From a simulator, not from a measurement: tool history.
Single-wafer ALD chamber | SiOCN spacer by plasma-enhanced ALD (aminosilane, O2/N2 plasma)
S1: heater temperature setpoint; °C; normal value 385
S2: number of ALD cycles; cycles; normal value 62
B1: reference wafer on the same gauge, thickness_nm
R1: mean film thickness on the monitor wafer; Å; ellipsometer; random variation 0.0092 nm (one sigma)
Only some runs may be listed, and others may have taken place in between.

run 1 hour=0 | S1=385 S2=62 | B1=3.391 | R1=36.97
run 2 hour=50.3 | S1=385 S2=62 | B1=3.394 | R1=36.88
run 3 hour=75.2 | S1=385 S2=62 | B1=3.39 | R1=36.93
run 4 hour=134.3 | S1=385 S2=62 | B1=3.392 | R1=36.97
run 5 hour=222.3 | S1=385 S2=62 | B1=3.393 | R1=36.99
run 6 hour=381 | S1=391 S2=55 | B1=3.395 | R1=32.75
run 7 hour=433.2 | S1=391 S2=55 | B1=3.398 | R1=32.71
run 8 hour=468.3 | S1=389 S2=65 | B1=3.397 | R1=38.9
run 9 hour=502.6 | S1=389 S2=65 | B1=3.399 | R1=38.87
run 10 hour=530.1 | S1=385 S2=62 | B1=3.399 | R1=36.99
run 11 hour=590 | S1=385 S2=62 | B1=3.401 | R1=37.05
run 12 hour=630.6 | S1=385 S2=62 | B1=3.404 | R1=37.08
run 13 hour=672.3 | S1=385 S2=62 | B1=3.401 | R1=36.92
run 14 hour=723.7 | S1=396 S2=62 | B1=3.407 | R1=36.94
run 15 hour=782.4 | S1=396 S2=62 | B1=3.409 | R1=37.19
run 16 hour=817.2 | S1=385 S2=62 | B1=3.41 | R1=36.95
run 17 hour=861.8 | S1=380 S2=59 | B1=3.411 | R1=35.43
run 18 hour=886 | S1=385 S2=62 | B1=3.411 | R1=37.03
-- hour=925.2 thermocouple changed; heater temperature recalibrated
run 19 hour=935.1 | S1=385 S2=57 | B1=3.417 | R1=34.08
run 20 hour=964.8 | S1=385 S2=62 | B1=3.415 | R1=37.15
run 21 hour=1007.6 | S1=385 S2=56 | B1=3.419 | R1=33.48
run 22 hour=1052.3 | S1=374 S2=58 | B1=3.422 | R1=34.8
run 23 hour=1114.9 | S1=385 S2=62 | B1=3.423 | R1=37.23
run 24 hour=1169.5 | S1=378 S2=58 | B1=3.423 | R1=34.9
run 25 hour=1195 | S1=385 S2=62 | B1=3.425 | R1=37.47
run 26 hour=1224.3 | S1=385 S2=52 | B1=3.429 | R1=31.35
run 27 hour=1263.6 | S1=385 S2=62 | B1=3.433 | R1=37.4
-- hour=1274.4 gauge calibrated
run 28 hour=1307.1 | S1=371 S2=67 | B1=3.39 | R1=39.85
run 29 hour=1372.7 | S1=385 S2=62 | B1=3.391 | R1=36.87
run 30 hour=1410.9 | S1=385 S2=62 | B1=3.39 | R1=37.03
run 31 hour=1465.1 | S1=385 S2=62 | B1=3.39 | R1=36.91
run 32 hour=1515.4 | S1=385 S2=66 | B1=3.391 | R1=39.18
run 33 hour=1557 | S1=397 S2=62 | B1=3.393 | R1=37.05
run 34 hour=1593.3 | S1=392 S2=69 | B1=3.393 | R1=41.3
run 35 hour=1627.2 | S1=385 S2=62 | B1=3.394 | R1=36.76
run 36 hour=1675.4 | S1=375 S2=56 | B1=3.392 | R1=33.34
run 37 hour=1743.9 | S1=399 S2=72 | B1=3.395 | R1=42.71

Measured result minus the same run's result without the hidden state. Both carry the same run-to-run variation, though not necessarily the same gauge scatter:
What the log doesn't record here: wafer temperature above the value expected at the setpoint (K); gauge reads high (%).
run=1 R1=+0.03
run=2 R1=+0.03
run=3 R1=+0.03
run=4 R1=+0.04
run=5 R1=+0.05
run=6 R1=+0.06
run=7 R1=+0.07
run=8 R1=+0.09
run=9 R1=+0.1
run=10 R1=+0.11
run=11 R1=+0.13
run=12 R1=+0.14
run=13 R1=+0.16
run=14 R1=+0.17
run=15 R1=+0.19
run=16 R1=+0.21
run=17 R1=+0.22
run=18 R1=+0.24
run=19 R1=+0.25
run=20 R1=+0.28
run=21 R1=+0.28
run=22 R1=+0.31
run=23 R1=+0.37
run=24 R1=+0.37
run=25 R1=+0.42
run=26 R1=+0.36
run=27 R1=+0.46
run=28 R1=+0
run=29 R1=+0.01
run=30 R1=+0.01
run=31 R1=+0.02
run=32 R1=+0.02
run=33 R1=+0.02
run=34 R1=+0.03
run=35 R1=+0.04
run=36 R1=+0.04
run=37 R1=+0.07
